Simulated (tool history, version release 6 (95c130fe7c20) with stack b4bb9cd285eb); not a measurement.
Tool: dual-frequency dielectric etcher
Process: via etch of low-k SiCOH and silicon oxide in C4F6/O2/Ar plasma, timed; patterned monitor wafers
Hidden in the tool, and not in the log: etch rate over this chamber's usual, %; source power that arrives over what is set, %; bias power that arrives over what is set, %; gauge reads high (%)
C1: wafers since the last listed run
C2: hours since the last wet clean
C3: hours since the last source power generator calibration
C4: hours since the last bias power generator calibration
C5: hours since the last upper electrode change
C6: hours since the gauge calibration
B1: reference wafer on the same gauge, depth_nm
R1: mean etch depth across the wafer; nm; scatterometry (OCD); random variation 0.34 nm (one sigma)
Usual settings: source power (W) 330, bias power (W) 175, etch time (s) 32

{"run": 1, "hour": 0.0, "source power (W)": 330, "bias power (W)": 175, "etch time (s)": 32, "C1": 0, "C2": 246.1, "C3": 1303.2, "C4": 3310.1, "C5": 4135.2, "C6": 1006.3, "B1": 67.4, "R1": 71.6}
{"run": 2, "hour": 93.4, "source power (W)": 330, "bias power (W)": 175, "etch time (s)": 32, "C1": 1125, "C2": 339.5, "C3": 1396.6, "C4": 3403.5, "C5": 4228.6, "C6": 1099.7, "B1": 67.4, "R1": 71.9}
{"hour": 146.6, "done": "wet clean of the chamber"}
{"run": 3, "hour": 147.1, "source power (W)": 330, "bias power (W)": 175, "etch time (s)": 32, "C1": 357, "C2": 0.5, "C3": 1450.3, "C4": 3457.2, "C5": 4282.3, "C6": 1153.4, "B1": 67.4, "R1": 71.2}
{"run": 4, "hour": 240.0, "source power (W)": 330, "bias power (W)": 150, "etch time (s)": 32, "C1": 1119, "C2": 93.4, "C3": 1543.2, "C4": 3550.1, "C5": 4375.2, "C6": 1246.3, "B1": 67.4, "R1": 66.9}
{"run": 5, "hour": 341.9, "source power (W)": 330, "bias power (W)": 150, "etch time (s)": 32, "C1": 1227, "C2": 195.3, "C3": 1645.1, "C4": 3652, "C5": 4477.1, "C6": 1348.2, "B1": 67.4, "R1": 66.6}
{"run": 6, "hour": 402.6, "source power (W)": 330, "bias power (W)": 150, "etch time (s)": 32, "C1": 731, "C2": 256, "C3": 1705.8, "C4": 3712.7, "C5": 4537.8, "C6": 1408.9, "B1": 67.5, "R1": 66.5}
{"run": 7, "hour": 471.0, "source power (W)": 330, "bias power (W)": 175, "etch time (s)": 32, "C1": 824, "C2": 324.4, "C3": 1774.2, "C4": 3781.1, "C5": 4606.2, "C6": 1477.3, "B1": 67.4, "R1": 71.7}
{"run": 8, "hour": 513.4, "source power (W)": 330, "bias power (W)": 175, "etch time (s)": 32, "C1": 510, "C2": 366.8, "C3": 1816.6, "C4": 3823.5, "C5": 4648.6, "C6": 1519.7, "B1": 67.4, "R1": 71.6}
{"hour": 539.9, "done": "wet clean of the chamber"}
{"hour": 698.4, "done": "source power generator calibrated"}
{"run": 9, "hour": 728.3, "source power (W)": 330, "bias power (W)": 175, "etch time (s)": 32, "C1": 2252, "C2": 188.4, "C3": 29.9, "C4": 4038.4, "C5": 4863.5, "C6": 1734.6, "B1": 67.3, "R1": 70.9}
{"run": 10, "hour": 770.5, "source power (W)": 330, "bias power (W)": 175, "etch time (s)": 32, "C1": 508, "C2": 230.6, "C3": 72.1, "C4": 4080.6, "C5": 4905.7, "C6": 1776.8, "B1": 67.4, "R1": 70.1}
{"hour": 830.7, "done": "upper electrode replaced"}
{"run": 11, "hour": 831.2, "source power (W)": 330, "bias power (W)": 175, "etch time (s)": 32, "C1": 442, "C2": 291.3, "C3": 132.8, "C4": 4141.3, "C5": 0.5, "C6": 1837.5, "B1": 67.4, "R1": 70.5}
{"hour": 890.2, "done": "bias power generator calibrated"}
{"run": 12, "hour": 897.1, "source power (W)": 330, "bias power (W)": 175, "etch time (s)": 32, "C1": 745, "C2": 357.2, "C3": 198.7, "C4": 6.9, "C5": 66.4, "C6": 1903.4, "B1": 67.4, "R1": 71}
{"hour": 962.4, "done": "wet clean of the chamber"}
{"run": 13, "hour": 993.4, "source power (W)": 330, "bias power (W)": 175, "etch time (s)": 34.5, "C1": 871, "C2": 31, "C3": 295, "C4": 103.2, "C5": 162.7, "C6": 1999.7, "B1": 67.3, "R1": 76.4}
{"run": 14, "hour": 1074.1, "source power (W)": 330, "bias power (W)": 175, "etch time (s)": 34.5, "C1": 972, "C2": 111.7, "C3": 375.7, "C4": 183.9, "C5": 243.4, "C6": 2080.4, "B1": 67.5, "R1": 76.5}
{"run": 15, "hour": 1140.9, "source power (W)": 330, "bias power (W)": 175, "etch time (s)": 32, "C1": 804, "C2": 178.5, "C3": 442.5, "C4": 250.7, "C5": 310.2, "C6": 2147.2, "B1": 67.4, "R1": 70.7}
{"hour": 1191.7, "done": "gauge calibrated"}
{"run": 16, "hour": 1206.1, "source power (W)": 330, "bias power (W)": 193, "etch time (s)": 27, "C1": 785, "C2": 243.7, "C3": 507.7, "C4": 315.9, "C5": 375.4, "C6": 14.4, "B1": 67.5, "R1": 63.1}
{"run": 17, "hour": 1281.7, "source power (W)": 400, "bias power (W)": 206, "etch time (s)": 32, "C1": 911, "C2": 319.3, "C3": 583.3, "C4": 391.5, "C5": 451, "C6": 90, "B1": 67.4, "R1": 81.4}
{"hour": 1354.3, "done": "wet clean of the chamber"}
{"run": 18, "hour": 1354.8, "source power (W)": 330, "bias power (W)": 134, "etch time (s)": 32, "C1": 591, "C2": 0.5, "C3": 656.4, "C4": 464.6, "C5": 524.1, "C6": 163.1, "B1": 67.4, "R1": 63.5}

The next listed run, before its measurement:
{"run": 19, "hour": 1380.2, "source power (W)": 400, "bias power (W)": 175, "etch time (s)": 28, "C1": 306, "C2": 25.9, "C3": 681.8, "C4": 490, "C5": 549.5, "C6": 188.5, "B1": "?", "R1": "?"}

{"run 19": {"B1": 67.3, "R1": 66.8}}
Without the tool's hidden state the same run would have given R1 65.9 nm.
